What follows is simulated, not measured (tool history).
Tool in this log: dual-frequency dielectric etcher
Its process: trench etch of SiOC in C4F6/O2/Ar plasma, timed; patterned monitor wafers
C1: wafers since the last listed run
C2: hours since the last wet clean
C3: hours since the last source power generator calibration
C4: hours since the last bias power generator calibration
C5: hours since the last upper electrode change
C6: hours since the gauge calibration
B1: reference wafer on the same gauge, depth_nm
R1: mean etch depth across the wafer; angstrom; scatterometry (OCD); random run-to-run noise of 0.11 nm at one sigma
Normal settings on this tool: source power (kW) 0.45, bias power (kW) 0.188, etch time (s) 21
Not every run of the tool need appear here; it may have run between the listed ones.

Run 1, hour 0: usual settings; C1 0; C2 303.8; C3 2972.9; C4 2674.7; C5 3513.7; C6 294.6; B1 45.99. Result: R1 418.7 angstrom.
Run 2, hour 10.6: usual settings; C1 149; C2 314.4; C3 2983.5; C4 2685.3; C5 3524.3; C6 305.2; B1 45.99. Result: R1 417.5 angstrom.
Run 3, hour 22.5: usual settings; C1 168; C2 326.3; C3 2995.4; C4 2697.2; C5 3536.2; C6 317.1; B1 46. Result: R1 417 angstrom.
Run 4, hour 36.6: usual settings; C1 199; C2 340.4; C3 3009.5; C4 2711.3; C5 3550.3; C6 331.2; B1 45.98. Result: R1 413.4 angstrom.
At hour 64.6: upper electrode replaced.
Run 5, hour 65.1: usual settings but bias power (kW) 0.154; C1 63; C2 368.9; C3 3038; C4 2739.8; C5 0.5; C6 359.7; B1 46.01. Result: R1 385.2 angstrom.
Run 6, hour 83.3: usual settings but bias power (kW) 0.154; C1 257; C2 387.1; C3 3056.2; C4 2758; C5 18.7; C6 377.9; B1 45.98. Result: R1 384.6 angstrom.
Run 7, hour 94.7: usual settings; C1 161; C2 398.5; C3 3067.6; C4 2769.4; C5 30.1; C6 389.3; B1 45.96. Result: R1 414.1 angstrom.
Run 8, hour 102.6: usual settings but source power (kW) 0.4; C1 111; C2 406.4; C3 3075.5; C4 2777.3; C5 38; C6 397.2; B1 46.01. Result: R1 397.9 angstrom.
At hour 119: source power generator calibrated.
At hour 131.9: wet clean of the chamber.
Run 9, hour 132.4: usual settings; C1 182; C2 0.5; C3 13.4; C4 2807.1; C5 67.8; C6 427; B1 45.94. Result: R1 410 angstrom.
Run 10, hour 132.7: usual settings; C1 4; C2 0.8; C3 13.7; C4 2807.4; C5 68.1; C6 427.3; B1 45.99. Result: R1 410 angstrom.
Run 11, hour 136.7: usual settings; C1 56; C2 4.8; C3 17.7; C4 2811.4; C5 72.1; C6 431.3; B1 46. Result: R1 408.2 angstrom.
Run 12, hour 149: usual settings; C1 173; C2 17.1; C3 30; C4 2823.7; C5 84.4; C6 443.6; B1 45.97. Result: R1 409.7 angstrom.
Run 13, hour 160.5: usual settings; C1 162; C2 28.6; C3 41.5; C4 2835.2; C5 95.9; C6 455.1; B1 45.98. Result: R1 408.5 angstrom.
At hour 188: wet clean of the chamber, repeated, since the last time left the tool worse.
Run 14, hour 188.5: usual settings but etch time (s) 25; C1 56; C2 0.5; C3 69.5; C4 2863.2; C5 123.9; C6 483.1; B1 46.01. Result: R1 500.4 angstrom.
Run 15, hour 188.9: usual settings but source power (kW) 0.51, bias power (kW) 0.143, etch time (s) 16.5; C1 5; C2 0.9; C3 69.9; C4 2863.6; C5 124.3; C6 483.5; B1 46.02. Result: R1 312.3 angstrom.
Run 16, hour 196.1: usual settings but etch time (s) 15; C1 101; C2 8.1; C3 77.1; C4 2870.8; C5 131.5; C6 490.7; B1 46. Result: R1 302.6 angstrom.
At hour 199.6: gauge calibrated.
Run 17, hour 209.2: usual settings but bias power (kW) 0.221; C1 185; C2 21.2; C3 90.2; C4 2883.9; C5 144.6; C6 9.6; B1 45.95. Result: R1 449.6 angstrom.
Run 18, hour 219.5: usual settings but source power (kW) 0.53, bias power (kW) 0.156; C1 145; C2 31.5; C3 100.5; C4 2894.2; C5 154.9; C6 19.9; B1 45.97. Result: R1 416.1 angstrom.
Run 19, hour 226.2: usual settings but source power (kW) 0.5, bias power (kW) 0.233, etch time (s) 22.5; C1 94; C2 38.2; C3 107.2; C4 2900.9; C5 161.6; C6 26.6; B1 46. Result: R1 508.3 angstrom.
Run 20, hour 237.4: usual settings but source power (kW) 0.35, bias power (kW) 0.209; C1 158; C2 49.4; C3 118.4; C4 2912.1; C5 172.8; C6 37.8; B1 45.98. Result: R1 407.7 angstrom.
At hour 252.3: bias power generator calibrated.
Run 21, hour 252.8: usual settings; C1 161; C2 64.8; C3 133.8; C4 0.5; C5 188.2; C6 53.2; B1 46. Result: R1 422.2 angstrom.
Run 22, hour 260.2: usual settings; C1 104; C2 72.2; C3 141.2; C4 7.9; C5 195.6; C6 60.6; B1 46.01. Result: R1 423 angstrom.
Run 23, hour 266.5: usual settings but bias power (kW) 0.149; C1 89; C2 78.5; C3 147.5; C4 14.2; C5 201.9; C6 66.9; B1 45.97. Result: R1 385.4 angstrom.
Run 24, hour 280.8: usual settings but source power (kW) 0.38; C1 202; C2 92.8; C3 161.8; C4 28.5; C5 216.2; C6 81.2; B1 45.95. Result: R1 399.8 angstrom.
Run 25, hour 289.9: usual settings; C1 128; C2 101.9; C3 170.9; C4 37.6; C5 225.3; C6 90.3; B1 45.97. Result: R1 420.9 angstrom.
Run 26, hour 296.1: usual settings; C1 87; C2 108.1; C3 177.1; C4 43.8; C5 231.5; C6 96.5; B1 46.03. Result: R1 419.8 angstrom.
Run 27, hour 310.5: usual settings but bias power (kW) 0.158, etch time (s) 19; C1 203; C2 122.5; C3 191.5; C4 58.2; C5 245.9; C6 110.9; B1 46.05. Result: R1 354.7 angstrom.
Run 28, hour 323.8: usual settings but source power (kW) 0.34, bias power (kW) 0.219, etch time (s) 24; C1 188; C2 135.8; C3 204.8; C4 71.5; C5 259.2; C6 124.2; B1 45.98. Result: R1 464.9 angstrom.
Run 29, hour 333.4: usual settings but bias power (kW) 0.218, etch time (s) 16; C1 135; C2 145.4; C3 214.4; C4 81.1; C5 268.8; C6 133.8; B1 45.98. Result: R1 338.8 angstrom.

Pick out some run-to-run changes in R1. Of each, how much would a tool without hidden state show as well, from the settings, what came in and chance, and how much is left for the hidden state and any gauge scatter not in both results compared?
The tool's hidden condition here consists of: etch rate over this chamber's usual, %; source power that arrives over what is set, %; bias power that arrives over what is set, %; gauge reads high (%).
Run 8 -> 9: source power (kW) 0.4 -> 0.45, source power generator calibrated, wet clean of the chamber. R1 +12.1 angstrom: hidden state -5.8, all else +17.9.
Run 13 -> 14: etch time (s) 21 -> 25, wet clean of the chamber, repeated, since the last time left the tool worse. R1 +91.9 angstrom: hidden state +13.5, all else +78.4.
Run 14 -> 15: source power (kW) 0.45 -> 0.51, bias power (kW) 0.188 -> 0.143, etch time (s) 25 -> 16.5. R1 -188.1 angstrom: hidden state +0.3, all else -188.4.
Run 16 -> 17: bias power (kW) 0.188 -> 0.221, etch time (s) 15 -> 21, gauge calibrated. R1 +147 angstrom: hidden state -0.6, all else +147.6.
